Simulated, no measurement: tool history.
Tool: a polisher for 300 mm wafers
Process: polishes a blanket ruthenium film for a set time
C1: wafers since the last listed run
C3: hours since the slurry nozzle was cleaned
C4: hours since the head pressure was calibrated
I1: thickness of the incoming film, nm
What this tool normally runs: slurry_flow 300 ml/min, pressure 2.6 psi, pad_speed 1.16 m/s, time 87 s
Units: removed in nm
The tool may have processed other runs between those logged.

{"run": 1, "hour": 0.0, "slurry_flow": 300, "pressure": 2.3, "pad_speed": 1.16, "time": 87, "C1": 0, "wafers polished on this pad": 507, "C3": 62, "C4": 930.8, "I1": 490.3, "removed": 142.2}
{"run": 2, "hour": 16.9, "slurry_flow": 300, "pressure": 2.6, "pad_speed": 1.16, "time": 87, "C1": 132, "wafers polished on this pad": 640, "C3": 78.9, "C4": 947.7, "I1": 485.2, "removed": 158.6}
{"run": 3, "hour": 45.3, "slurry_flow": 300, "pressure": 2.6, "pad_speed": 1.16, "time": 87, "C1": 223, "wafers polished on this pad": 863, "C3": 107.3, "C4": 976.1, "I1": 484.6, "removed": 158.2}
{"run": 4, "hour": 74.6, "slurry_flow": 300, "pressure": 2.6, "pad_speed": 1.16, "time": 87, "C1": 230, "wafers polished on this pad": 1094, "C3": 136.6, "C4": 1005.4, "I1": 486.7, "removed": 153.9}
{"run": 5, "hour": 90.7, "slurry_flow": 300, "pressure": 2.6, "pad_speed": 1.16, "time": 87, "C1": 126, "wafers polished on this pad": 1220, "C3": 152.7, "C4": 1021.5, "I1": 489.3, "removed": 150.9}
{"run": 6, "hour": 106.4, "slurry_flow": 300, "pressure": 2.6, "pad_speed": 1.16, "time": 87, "C1": 123, "wafers polished on this pad": 1344, "C3": 168.4, "C4": 1037.2, "I1": 485.9, "removed": 148.6}
{"run": 7, "hour": 120.1, "slurry_flow": 300, "pressure": 2.6, "pad_speed": 1.16, "time": 87, "C1": 107, "wafers polished on this pad": 1451, "C3": 182.1, "C4": 1050.9, "I1": 492, "removed": 145.7}
{"hour": 132.9, "done": "worn pad replaced by a new one"}
{"run": 8, "hour": 144.2, "slurry_flow": 300, "pressure": 2.6, "pad_speed": 1.16, "time": 87, "C1": 158, "wafers polished on this pad": 89, "C3": 206.2, "C4": 1075, "I1": 493.9, "removed": 158.6}
{"run": 9, "hour": 168.9, "slurry_flow": 240, "pressure": 3, "pad_speed": 1, "time": 70, "C1": 194, "wafers polished on this pad": 283, "C3": 230.9, "C4": 1099.7, "I1": 487.8, "removed": 124.3}
{"hour": 171.1, "done": "head pressure recalibrated"}
{"run": 10, "hour": 186.1, "slurry_flow": 300, "pressure": 1.8, "pad_speed": 1.16, "time": 79, "C1": 119, "wafers polished on this pad": 402, "C3": 248.1, "C4": 15, "I1": 488.9, "removed": 108.3}
{"hour": 219.0, "done": "slurry nozzle cleaned"}
{"run": 11, "hour": 219.5, "slurry_flow": 230, "pressure": 2.6, "pad_speed": 1.52, "time": 87, "C1": 254, "wafers polished on this pad": 657, "C3": 0.5, "C4": 48.4, "I1": 489.1, "removed": 213.2}
{"run": 12, "hour": 242.9, "slurry_flow": 210, "pressure": 2.6, "pad_speed": 1.34, "time": 95, "C1": 183, "wafers polished on this pad": 841, "C3": 23.9, "C4": 71.8, "I1": 487.7, "removed": 204.3}
{"run": 13, "hour": 275.3, "slurry_flow": 300, "pressure": 1.9, "pad_speed": 1.42, "time": 87, "C1": 254, "wafers polished on this pad": 1096, "C3": 56.3, "C4": 104.2, "I1": 486.2, "removed": 145.5}
{"hour": 306.7, "done": "worn pad replaced by a new one"}
{"run": 14, "hour": 307.6, "slurry_flow": 300, "pressure": 2.6, "pad_speed": 1.16, "time": 112, "C1": 222, "wafers polished on this pad": 6, "C3": 88.6, "C4": 136.5, "I1": 492.7, "removed": 219.8}
{"run": 15, "hour": 327.7, "slurry_flow": 300, "pressure": 2.3, "pad_speed": 1.16, "time": 87, "C1": 158, "wafers polished on this pad": 165, "C3": 108.7, "C4": 156.6, "I1": 499.1, "removed": 150.1}
{"run": 16, "hour": 360.6, "slurry_flow": 300, "pressure": 2.6, "pad_speed": 1.16, "time": 87, "C1": 258, "wafers polished on this pad": 423, "C3": 141.6, "C4": 189.5, "I1": 488.6, "removed": 168.4}
{"run": 17, "hour": 389.7, "slurry_flow": 265, "pressure": 2.6, "pad_speed": 1.16, "time": 87, "C1": 228, "wafers polished on this pad": 652, "C3": 170.7, "C4": 218.6, "I1": 487, "removed": 166.3}

4 options for the next run, each taken on its own from the tool as it stands now. Forecast them:
{"run": "A", "hour": 390.2, "slurry_flow": 270, "pressure": 2.6, "pad_speed": 1.16, "time": 87, "C1": 3, "wafers polished on this pad": 656, "C3": 171.2, "C4": 219.1, "I1": 483.1, "removed": "?"}
{"run": "B", "hour": 390.2, "slurry_flow": 300, "pressure": 2.6, "pad_speed": 1, "time": 87, "C1": 3, "wafers polished on this pad": 656, "C3": 171.2, "C4": 219.1, "I1": 483.1, "removed": "?"}
{"run": "C", "hour": 390.2, "slurry_flow": 385, "pressure": 2.6, "pad_speed": 1.16, "time": 87, "C1": 3, "wafers polished on this pad": 656, "C3": 171.2, "C4": 219.1, "I1": 483.1, "removed": "?"}
{"run": "D", "hour": 390.2, "slurry_flow": 340, "pressure": 2.6, "pad_speed": 1.16, "time": 87, "C1": 3, "wafers polished on this pad": 656, "C3": 171.2, "C4": 219.1, "I1": 483.1, "removed": "?"}

run=A removed=164.6
run=B removed=144.3
run=C removed=168.4
run=D removed=167.1
Stripped of hidden state, with their random variation kept, the same runs would have yielded:
run=A removed=171.9
run=B removed=150.7
run=C removed=175.9
run=D removed=174.6
